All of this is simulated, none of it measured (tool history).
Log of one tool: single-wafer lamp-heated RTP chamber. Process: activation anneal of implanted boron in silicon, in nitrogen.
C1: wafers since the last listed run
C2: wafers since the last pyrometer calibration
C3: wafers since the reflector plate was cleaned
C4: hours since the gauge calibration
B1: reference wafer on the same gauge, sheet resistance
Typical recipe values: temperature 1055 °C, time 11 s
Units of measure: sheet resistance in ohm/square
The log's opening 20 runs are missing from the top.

Run 21, hour 226.6: usual settings but temperature 1044 °C, time 7 s; C1 250; C2 2807; C3 1267; C4 220.4; B1 105.97. Result: sheet resistance 107.41 ohm/square.
Run 22, hour 233.6: usual settings but temperature 1026 °C, time 17 s; C1 131; C2 2939; C3 1399; C4 227.4; B1 106.02. Result: sheet resistance 107.71 ohm/square.
Run 23, hour 241.6: usual settings but temperature 1038 °C, time 17 s; C1 150; C2 3089; C3 1549; C4 235.4; B1 105.97. Result: sheet resistance 106.38 ohm/square.
At hour 241.7: gauge calibrated.
At hour 252.5: pyrometer window cleaned and pyrometer calibrated.
Run 24, hour 253.5: usual settings; C1 73; C2 19; C3 1623; C4 11.8; B1 106.05. Result: sheet resistance 106.47 ohm/square.
Run 25, hour 260.3: usual settings but temperature 1045 °C, time 7 s; C1 128; C2 147; C3 1751; C4 18.6; B1 105.99. Result: sheet resistance 108.78 ohm/square.
Run 26, hour 277.1: usual settings but temperature 1067 °C, time 7 s; C1 316; C2 463; C3 2067; C4 35.4; B1 106.01. Result: sheet resistance 106.37 ohm/square.
Run 27, hour 286.8: usual settings but temperature 1085 °C, time 7 s; C1 182; C2 646; C3 2250; C4 45.1; B1 105.96. Result: sheet resistance 105.58 ohm/square.
Run 28, hour 295.8: usual settings but temperature 1083 °C, time 8 s; C1 169; C2 815; C3 2419; C4 54.1; B1 105.94. Result: sheet resistance 105.19 ohm/square.
Run 29, hour 310.4: usual settings but temperature 1067 °C, time 14 s; C1 274; C2 1090; C3 2694; C4 68.7; B1 106.00. Result: sheet resistance 104.88 ohm/square.
Run 30, hour 324.4: usual settings but temperature 1084 °C; C1 263; C2 1353; C3 2957; C4 82.7; B1 105.94. Result: sheet resistance 104.89 ohm/square.
Run 31, hour 335.0: usual settings but temperature 1045 °C, time 13 s; C1 199; C2 1553; C3 3157; C4 93.3; B1 106.01. Result: sheet resistance 106.91 ohm/square.
Run 32, hour 347.2: usual settings but temperature 1078 °C, time 16 s; C1 229; C2 1783; C3 3387; C4 105.5; B1 105.91. Result: sheet resistance 104.12 ohm/square.

Consider 5 possible next runs. They are alternatives, not a sequence: every one starts from the tool as it was left by run 32. What does each give?
Run A, hour 347.6: usual settings; C1 7; C2 1790; C3 3394; C4 105.9; B1 ?. Result: sheet resistance ?.
Run B, hour 347.6: usual settings but temperature 1076 °C, time 8 s; C1 7; C2 1790; C3 3394; C4 105.9; B1 ?. Result: sheet resistance ?.
Run C, hour 347.6: usual settings but temperature 1071 °C, time 15 s; C1 7; C2 1790; C3 3394; C4 105.9; B1 ?. Result: sheet resistance ?.
Run D, hour 347.6: usual settings but temperature 1082 °C, time 13 s; C1 7; C2 1790; C3 3394; C4 105.9; B1 ?. Result: sheet resistance ?.
Run E, hour 347.6: usual settings but temperature 1071 °C, time 6 s; C1 7; C2 1790; C3 3394; C4 105.9; B1 ?. Result: sheet resistance ?.

run      B1  sheet resistance
  A  106.04            106.20
  B  106.04            105.51
  C  106.04            104.57
  D  106.04            104.37
  E  106.04            106.27
The same runs, with their run-to-run variation unchanged, on a tool lacking any hidden condition would have given:
run  sheet resistance
  A            106.72
  B            105.83
  C            104.88
  D            104.62
  E            106.62

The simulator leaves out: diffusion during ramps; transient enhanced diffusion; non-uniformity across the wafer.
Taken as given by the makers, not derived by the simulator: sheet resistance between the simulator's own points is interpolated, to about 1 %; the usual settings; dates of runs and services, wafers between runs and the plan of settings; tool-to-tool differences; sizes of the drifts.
